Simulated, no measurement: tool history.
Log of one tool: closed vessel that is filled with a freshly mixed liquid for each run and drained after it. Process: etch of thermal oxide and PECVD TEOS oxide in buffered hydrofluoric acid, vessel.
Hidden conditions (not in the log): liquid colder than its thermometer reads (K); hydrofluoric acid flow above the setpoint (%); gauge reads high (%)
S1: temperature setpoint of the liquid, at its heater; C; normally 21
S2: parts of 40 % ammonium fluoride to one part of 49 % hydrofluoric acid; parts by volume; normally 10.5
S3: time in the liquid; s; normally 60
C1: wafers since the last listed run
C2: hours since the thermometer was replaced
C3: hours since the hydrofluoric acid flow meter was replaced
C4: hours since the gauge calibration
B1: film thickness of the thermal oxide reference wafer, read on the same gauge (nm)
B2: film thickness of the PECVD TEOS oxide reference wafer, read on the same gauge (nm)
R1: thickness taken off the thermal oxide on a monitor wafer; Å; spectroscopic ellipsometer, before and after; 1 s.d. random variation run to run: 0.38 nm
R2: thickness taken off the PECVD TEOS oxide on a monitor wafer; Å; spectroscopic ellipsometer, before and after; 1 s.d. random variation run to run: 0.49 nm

| run | day | S1 | S2 | S3 | C1 | C2 | C3 | C4 | B1 | B2 | R1 | R2 |
|---|---|---|---|---|---|---|---|---|---|---|---|---|
| 1 | 0 | 21 | 10.5 | 60 | 0 | 1833.2 | 853.2 | 34.4 | 50.01 | 30 | 532.1 | 810.5 |
| 2 | 3.217 | 18.5 | 10.5 | 60 | 7839 | 1910.4 | 930.4 | 111.6 | 49.98 | 29.97 | 461.1 | 700 |
| 3 | 5.392 | 18.5 | 10.5 | 60 | 5300 | 1962.6 | 982.6 | 163.8 | 49.98 | 30 | 455 | 694.3 |
| 4 | 9.729 | 21 | 8 | 60 | 10570 | 2066.7 | 1086.7 | 267.9 | 50 | 29.99 | 669.1 | 1013.1 |
|  | 10.425 | hydrofluoric acid flow meter replaced |
| 5 | 12.788 | 21 | 10.5 | 60 | 7351 | 2140.1 | 56.7 | 341.3 | 49.98 | 30.02 | 519.1 | 793 |
|  | 12.921 | thermometer replaced |
| 6 | 14.938 | 21 | 7 | 75 | 5138 | 48.4 | 108.3 | 392.9 | 49.98 | 30.01 | 1006.2 | 1549.7 |
| 7 | 26.417 | 17 | 12.5 | 50 | 27975 | 323.9 | 383.8 | 668.4 | 49.99 | 30.01 | 307.7 | 467.8 |
| 8 | 30.583 | 23.5 | 9.5 | 95 | 10154 | 423.9 | 483.8 | 768.4 | 50.02 | 30 | 1061.7 | 1626 |
| 9 | 34.15 | 17 | 10.5 | 60 | 8692 | 509.5 | 569.4 | 854 | 49.98 | 30 | 427.4 | 661.9 |
| 10 | 38.596 | 17 | 13.5 | 35 | 10834 | 616.2 | 676.1 | 960.7 | 50.04 | 30.03 | 197.2 | 300.9 |
| 11 | 42.217 | 17.5 | 10.5 | 35 | 8824 | 703.1 | 763 | 1047.6 | 49.97 | 30.01 | 260.8 | 397.9 |
| 12 | 46.271 | 21 | 10.5 | 60 | 9880 | 800.4 | 860.3 | 1144.9 | 50.03 | 29.99 | 546.3 | 819.3 |
| 13 | 47.825 | 19 | 13 | 45 | 3787 | 837.7 | 897.6 | 1182.2 | 50.01 | 29.99 | 296.8 | 448.1 |
| 14 | 52.125 | 23.5 | 9.5 | 95 | 10479 | 940.9 | 1000.8 | 1285.4 | 49.96 | 29.99 | 1057.9 | 1606.2 |
| 15 | 53.758 | 19 | 9.5 | 60 | 3980 | 980.1 | 1040 | 1324.6 | 50.03 | 29.99 | 517.6 | 789.8 |
|  | 56.654 | hydrofluoric acid flow meter replaced |
| 16 | 57.479 | 19.5 | 10.5 | 60 | 8966 | 1069.4 | 19.8 | 1413.9 | 49.96 | 30 | 487.6 | 745.1 |
| 17 | 59.242 | 21 | 10.5 | 45 | 4295 | 1111.7 | 62.1 | 1456.2 | 50.04 | 29.99 | 400.5 | 610.2 |
| 18 | 62.633 | 18.5 | 10.5 | 60 | 8265 | 1193.1 | 143.5 | 1537.6 | 49.98 | 30.01 | 462 | 713.5 |
| 19 | 64.617 | 23.5 | 14 | 60 | 4833 | 1240.7 | 191.1 | 1585.2 | 49.98 | 29.99 | 461.5 | 702.3 |
| 20 | 66.333 | 17 | 7.5 | 40 | 4183 | 1281.9 | 232.3 | 1626.4 | 50.01 | 30.02 | 391.4 | 594.1 |
| 21 | 69.417 | 23.5 | 9 | 70 | 7514 | 1355.9 | 306.3 | 1700.4 | 49.97 | 29.97 | 802.2 | 1226.8 |
| 22 | 72.783 | 21 | 10.5 | 60 | 8204 | 1436.7 | 387.1 | 1781.2 | 50.02 | 30 | 531.9 | 815.2 |
| 23 | 76.675 | 21 | 10.5 | 60 | 9484 | 1530.1 | 480.5 | 1874.6 | 50.01 | 30 | 535.6 | 808.8 |
| 24 | 78.4 | 18 | 12 | 70 | 4203 | 1571.5 | 521.9 | 1916 | 50.02 | 30 | 463.6 | 698.9 |
| 25 | 81.95 | 23.5 | 10.5 | 80 | 8651 | 1656.7 | 607.1 | 2001.2 | 50.04 | 30 | 818.6 | 1233.3 |
| 26 | 85.342 | 26 | 14.5 | 90 | 8265 | 1738.1 | 688.5 | 2082.6 | 50 | 30.01 | 762.1 | 1158.7 |

Hidden state, per run?
hydrofluoric acid flow above the setpoint (%): 0 in every run
gauge reads high (%): 0 in every run
H1: liquid colder than its thermometer reads (K)
| run | H1 |
|---|---|
| 1 | 0.723 |
| 2 | 0.75 |
| 3 | 0.768 |
| 4 | 0.805 |
| 5 | 0.831 |
| 6 | 0.0366 |
| 7 | 0.134 |
| 8 | 0.169 |
| 9 | 0.199 |
| 10 | 0.237 |
| 11 | 0.267 |
| 12 | 0.302 |
| 13 | 0.315 |
| 14 | 0.351 |
| 15 | 0.365 |
| 16 | 0.397 |
| 17 | 0.412 |
| 18 | 0.44 |
| 19 | 0.457 |
| 20 | 0.472 |
| 21 | 0.498 |
| 22 | 0.526 |
| 23 | 0.559 |
| 24 | 0.574 |
| 25 | 0.604 |
| 26 | 0.633 |
